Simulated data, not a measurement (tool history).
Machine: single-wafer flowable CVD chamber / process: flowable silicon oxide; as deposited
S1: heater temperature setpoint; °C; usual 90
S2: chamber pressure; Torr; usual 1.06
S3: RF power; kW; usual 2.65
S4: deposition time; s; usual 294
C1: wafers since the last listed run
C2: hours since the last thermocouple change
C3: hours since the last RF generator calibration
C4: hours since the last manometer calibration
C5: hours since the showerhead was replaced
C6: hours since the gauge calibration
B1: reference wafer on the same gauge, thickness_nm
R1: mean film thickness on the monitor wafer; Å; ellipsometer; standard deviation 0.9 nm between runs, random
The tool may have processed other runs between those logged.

| run | hour | S1 | S2 | S3 | S4 | C1 | C2 | C3 | C4 | C5 | C6 | B1 | R1 |
|---|---|---|---|---|---|---|---|---|---|---|---|---|---|
| 1 | 0 | 90 | 1.06 | 2.65 | 294 | 0 | 763.2 | 839.6 | 93.1 | 3149.6 | 913.3 | 321.109 | 3515.3 |
| 2 | 58.4 | 90 | 1.06 | 2.65 | 294 | 226 | 821.6 | 898 | 151.5 | 3208 | 971.7 | 321.112 | 3515.55 |
| 3 | 128.6 | 90 | 1.06 | 2.65 | 294 | 272 | 891.8 | 968.2 | 221.7 | 3278.2 | 1041.9 | 320.96 | 3533.27 |
| 4 | 154.4 | 90 | 1.06 | 2.865 | 294 | 99 | 917.6 | 994 | 247.5 | 3304 | 1067.7 | 320.761 | 3529.69 |
| 5 | 209.6 | 90 | 1.06 | 2.65 | 294 | 213 | 972.8 | 1049.2 | 302.7 | 3359.2 | 1122.9 | 320.945 | 3517.62 |
| 6 | 268.9 | 90 | 1.06 | 2.65 | 294 | 229 | 1032.1 | 1108.5 | 362 | 3418.5 | 1182.2 | 321.041 | 3528.16 |
|  | 274.7 | gauge calibrated |
| 7 | 320.1 | 90 | 1.06 | 2.65 | 294 | 198 | 1083.3 | 1159.7 | 413.2 | 3469.7 | 45.4 | 321.368 | 3521.17 |
| 8 | 367.9 | 90 | 1.06 | 2.65 | 294 | 185 | 1131.1 | 1207.5 | 461 | 3517.5 | 93.2 | 320.955 | 3527.69 |
|  | 402.2 | thermocouple changed; heater temperature recalibrated |
| 9 | 420.8 | 90 | 1.06 | 2.65 | 294 | 173 | 18.6 | 1260.4 | 513.9 | 3570.4 | 146.1 | 320.785 | 3521.42 |
| 10 | 466.4 | 90 | 1.06 | 2.65 | 294 | 176 | 64.2 | 1306 | 559.5 | 3616 | 191.7 | 320.735 | 3523.91 |
| 11 | 496.8 | 90 | 1.06 | 2.65 | 294 | 117 | 94.6 | 1336.4 | 589.9 | 3646.4 | 222.1 | 320.974 | 3523.84 |
| 12 | 564.2 | 80 | 1.06 | 2.65 | 320 | 261 | 162 | 1403.8 | 657.3 | 3713.8 | 289.5 | 320.934 | 4975.11 |
| 13 | 612.6 | 83 | 0.94 | 3.125 | 294 | 187 | 210.4 | 1452.2 | 705.7 | 3762.2 | 337.9 | 320.813 | 3772.98 |
| 14 | 648 | 90 | 1.06 | 2.65 | 294 | 137 | 245.8 | 1487.6 | 741.1 | 3797.6 | 373.3 | 321.308 | 3529.08 |
| 15 | 695 | 86 | 1.06 | 2.65 | 294 | 182 | 292.8 | 1534.6 | 788.1 | 3844.6 | 420.3 | 320.998 | 3893.14 |
| 16 | 757.6 | 90 | 1.06 | 2.65 | 294 | 242 | 355.4 | 1597.2 | 850.7 | 3907.2 | 482.9 | 320.936 | 3518.53 |
|  | 794.2 | capacitance manometer re-zeroed and calibrated |
| 17 | 794.7 | 90 | 1.06 | 2.95 | 294 | 112 | 392.5 | 1634.3 | 0.5 | 3944.3 | 520 | 321.022 | 3551.62 |
| 18 | 843.3 | 90 | 1.06 | 3.125 | 294 | 188 | 441.1 | 1682.9 | 49.1 | 3992.9 | 568.6 | 321.103 | 3577.78 |
|  | 878.2 | RF generator calibrated |
| 19 | 881 | 90 | 1.06 | 2.65 | 294 | 115 | 478.8 | 2.8 | 86.8 | 4030.6 | 606.3 | 321.015 | 3516.79 |
| 20 | 931.4 | 90 | 1.06 | 2.65 | 294 | 195 | 529.2 | 53.2 | 137.2 | 4081 | 656.7 | 321.136 | 3513.33 |
|  | 987.8 | showerhead replaced |
| 21 | 1054 | 90 | 1.06 | 2.65 | 294 | 444 | 651.8 | 175.8 | 259.8 | 66.2 | 779.3 | 321.104 | 3519.32 |
| 22 | 1098.8 | 82 | 1.32 | 2.365 | 294 | 173 | 696.6 | 220.6 | 304.6 | 111 | 824.1 | 321.091 | 5318.64 |
| 23 | 1135.3 | 79 | 1.06 | 2.65 | 294 | 141 | 733.1 | 257.1 | 341.1 | 147.5 | 860.6 | 320.667 | 4709.51 |
| 24 | 1200.5 | 90 | 1.06 | 2.43 | 274 | 252 | 798.3 | 322.3 | 406.3 | 212.7 | 925.8 | 321.084 | 3248.63 |
| 25 | 1257.8 | 82 | 1.06 | 2.395 | 270 | 222 | 855.6 | 379.6 | 463.6 | 270 | 983.1 | 320.851 | 3935.15 |
| 26 | 1297.7 | 90 | 1.06 | 2.965 | 294 | 154 | 895.5 | 419.5 | 503.5 | 309.9 | 1023 | 321.078 | 3552.23 |
| 27 | 1348.7 | 102 | 0.98 | 2.65 | 294 | 197 | 946.5 | 470.5 | 554.5 | 360.9 | 1074 | 320.771 | 2285.03 |
| 28 | 1373.9 | 90 | 1.06 | 2.65 | 294 | 97 | 971.7 | 495.7 | 579.7 | 386.1 | 1099.2 | 320.922 | 3536.16 |

Consider 4 possible next runs. They are alternatives, not a sequence: every one starts from the tool as it was left by run 28. What does each give?
| A | 1374.4 | 90 | 1.06 | 2.65 | 294 | 1 | 972.2 | 496.2 | 580.2 | 386.6 | 1099.7 | ? | ? |
| B | 1374.4 | 104 | 1.06 | 2.88 | 294 | 1 | 972.2 | 496.2 | 580.2 | 386.6 | 1099.7 | ? | ? |
| C | 1374.4 | 90 | 1.3 | 2.825 | 348 | 1 | 972.2 | 496.2 | 580.2 | 386.6 | 1099.7 | ? | ? |
| D | 1374.4 | 90 | 1.06 | 2.65 | 346 | 1 | 972.2 | 496.2 | 580.2 | 386.6 | 1099.7 | ? | ? |

| run | B1 | R1 |
|---|---|---|
| A | 320.83 | 3530.42 |
| B | 320.83 | 2355.62 |
| C | 320.83 | 5128.49 |
| D | 320.83 | 4154.85 |
Stripped of hidden state, with their random variation kept, the same runs would have yielded:
| run | R1 |
|---|---|
| A | 3530.42 |
| B | 2355.62 |
| C | 5128.49 |
| D | 4154.85 |

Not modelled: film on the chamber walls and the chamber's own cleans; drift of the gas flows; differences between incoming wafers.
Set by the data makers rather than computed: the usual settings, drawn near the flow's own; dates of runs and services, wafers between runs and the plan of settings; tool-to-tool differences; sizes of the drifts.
